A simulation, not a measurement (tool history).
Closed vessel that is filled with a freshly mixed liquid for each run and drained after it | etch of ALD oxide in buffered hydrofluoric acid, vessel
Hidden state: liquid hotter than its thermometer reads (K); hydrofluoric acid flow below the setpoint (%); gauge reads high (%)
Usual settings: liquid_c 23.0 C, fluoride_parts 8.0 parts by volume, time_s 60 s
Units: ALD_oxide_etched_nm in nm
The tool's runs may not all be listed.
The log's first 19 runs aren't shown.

run	day	liquid_c	fluoride_parts	time_s	wafers since the last listed run	hours since the thermometer was replaced	hours since the hydrofluoric acid flow meter was replaced	hours since the gauge calibration	read-back film thickness of the ALD oxide reference wafer, read on the same gauge (nm)	ALD_oxide_etched_nm
# day 9.608: thermometer replaced
20	9.650	23.0	8.0	60	1222	1.0	77.2	240.9	49.97	129.60
21	10.012	23.0	9.5	90	958	9.7	85.9	249.6	50.01	166.29
22	10.717	25.5	6.0	95	1861	26.6	102.8	266.5	49.99	311.73
23	11.229	20.0	11.0	80	1354	38.9	115.1	278.8	49.99	109.46
24	11.479	23.0	6.5	60	660	44.9	121.1	284.8	50.01	159.94
25	11.762	19.0	10.5	40	748	51.7	127.9	291.6	49.98	54.09
# day 12.208: gauge calibrated
26	12.488	26.0	6.5	30	1916	69.1	145.3	6.7	49.97	93.72
27	14.021	23.0	8.0	60	4052	105.9	182.1	43.5	49.98	127.27
28	14.504	24.5	7.0	85	1277	117.5	193.7	55.1	49.97	228.18
29	15.167	25.5	5.5	30	1750	133.4	209.6	71.0	50.03	104.25
30	15.596	23.0	8.0	60	1134	143.7	219.9	81.3	49.99	128.17

3 ways to go on from here, each from the tool as it stands after run 30. What would each give?
A	15.625	23.0	10.0	60	77	144.4	220.6	82.0	?	?
B	15.625	19.0	10.0	45	77	144.4	220.6	82.0	?	?
C	15.625	23.0	5.0	35	77	144.4	220.6	82.0	?	?

run	read-back film thickness of the ALD oxide reference wafer, read on the same gauge (nm)	ALD_oxide_etched_nm
A	50.01	105.61
B	50.01	63.41
C	50.01	115.61
Without the tool's hidden state the same runs would have given:
run	ALD_oxide_etched_nm
A	108.26
B	65.00
C	118.13
